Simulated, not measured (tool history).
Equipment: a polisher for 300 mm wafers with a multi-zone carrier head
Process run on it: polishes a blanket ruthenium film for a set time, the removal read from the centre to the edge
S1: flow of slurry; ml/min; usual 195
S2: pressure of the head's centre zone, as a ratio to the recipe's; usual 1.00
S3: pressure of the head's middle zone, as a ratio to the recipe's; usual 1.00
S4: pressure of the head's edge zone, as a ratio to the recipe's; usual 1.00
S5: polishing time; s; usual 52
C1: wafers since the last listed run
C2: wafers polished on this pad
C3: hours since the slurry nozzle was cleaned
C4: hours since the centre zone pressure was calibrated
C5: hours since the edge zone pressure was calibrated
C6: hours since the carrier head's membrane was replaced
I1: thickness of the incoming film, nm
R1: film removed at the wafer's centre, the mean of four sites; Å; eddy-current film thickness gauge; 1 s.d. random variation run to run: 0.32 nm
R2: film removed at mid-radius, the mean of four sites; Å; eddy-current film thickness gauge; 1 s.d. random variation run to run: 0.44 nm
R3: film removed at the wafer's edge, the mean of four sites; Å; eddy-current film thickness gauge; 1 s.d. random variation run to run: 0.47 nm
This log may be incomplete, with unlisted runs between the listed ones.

run,day,S1,S2,S3,S4,S5,C1,C2,C3,C4,C5,C6,I1,R1,R2,R3
1,0.000,195,1.00,1.00,1.00,52,0,1025,297.7,93.2,801.4,655.3,344.1,324,331,338
2,3.125,195,1.00,1.00,1.00,52,515,1541,372.7,168.2,876.4,730.3,337.3,322,337,328
3,5.400,195,1.00,1.00,1.00,52,375,1916,427.3,222.8,931.0,784.9,333.1,323,327,330
4,8.967,195,1.00,1.00,1.00,52,588,2504,512.9,308.4,1016.6,870.5,340.6,315,325,324
# day 11.383: worn pad replaced by a new one
5,11.883,195,0.97,1.00,1.00,52,453,82,582.9,378.4,1086.6,940.5,345.5,315,333,332
# day 12.208: carrier head's membrane replaced by a new one
# day 13.275: slurry nozzle cleaned
# day 14.033: centre zone pressure recalibrated
6,16.054,195,0.97,1.00,1.00,52,632,715,66.7,48.5,1186.7,92.3,343.1,321,329,332
# day 18.450: edge zone pressure recalibrated
7,18.954,195,1.00,1.00,1.00,52,464,1180,136.3,118.1,12.1,161.9,342.3,323,328,321
8,22.038,195,1.00,1.00,1.00,41,508,1688,210.3,192.1,86.1,235.9,340.0,260,260,260
9,26.292,170,1.00,1.00,0.93,52,701,2390,312.4,294.2,188.2,338.0,341.8,312,313,303
10,27.829,195,1.00,1.00,1.00,52,253,2644,349.3,331.1,225.1,374.9,344.3,314,318,322
# day 29.496: worn pad replaced by a new one
11,31.608,195,1.04,1.10,1.06,35,595,348,440.0,421.8,315.8,465.6,333.0,228,248,231
# day 32.542: centre zone pressure recalibrated
12,33.446,160,1.00,1.00,1.05,52,289,637,484.1,21.7,359.9,509.7,335.0,320,327,338
13,37.546,195,1.00,1.00,1.00,52,676,1314,582.5,120.1,458.3,608.1,345.1,328,320,336
14,39.096,195,1.04,1.00,1.00,45,255,1569,619.7,157.3,495.5,645.3,339.2,288,282,282
# day 39.704: slurry nozzle cleaned
15,43.554,135,1.00,1.00,1.00,52,728,2298,92.4,264.3,602.5,752.3,340.2,306,314,319
16,45.104,195,1.00,1.00,1.00,52,255,2553,129.6,301.5,639.7,789.5,344.0,317,320,324
# day 45.550: worn pad replaced by a new one
17,47.550,195,0.94,1.00,1.00,52,375,330,188.3,360.2,698.4,848.2,342.5,314,325,335
# day 50.696: carrier head's membrane replaced by a new one
18,51.158,195,1.00,1.00,1.00,52,560,890,274.9,446.8,785.0,11.1,337.9,332,333,336
# day 51.971: centre zone pressure recalibrated
19,55.421,195,1.00,0.97,1.06,43,689,1580,377.2,82.8,887.3,113.4,343.8,271,263,276
20,57.304,145,1.00,0.96,1.06,65,310,1890,422.4,128.0,932.5,158.6,343.2,393,372,411
21,60.825,160,1.00,1.00,1.00,52,580,2471,506.9,212.5,1017.0,243.1,338.3,312,316,318
# day 61.558: worn pad replaced by a new one
# day 62.358: edge zone pressure recalibrated
22,62.946,195,1.12,0.89,0.93,44,308,214,557.8,263.4,14.1,294.0,336.8,302,253,281
# day 65.825: slurry nozzle cleaned
23,67.000,195,1.00,1.08,1.00,52,661,876,28.2,360.7,111.4,391.3,342.7,323,357,337

Consider 3 possible next runs. They are alternatives, not a sequence: every one starts from the tool as it was left by run 23. What does each give?
A,67.017,195,1.00,1.00,1.00,34,2,879,28.6,361.1,111.8,391.7,338.5,?,?,?
B,67.017,195,1.00,1.09,1.00,52,2,879,28.6,361.1,111.8,391.7,338.5,?,?,?
C,67.017,195,1.11,1.00,1.00,52,2,879,28.6,361.1,111.8,391.7,338.5,?,?,?

run,R1,R2,R3
A,217,217,216
B,332,358,329
C,359,332,330
With no hidden state in the tool, these same runs would have given:
run,R1,R2,R3
A,218,219,217
B,334,360,331
C,362,335,332
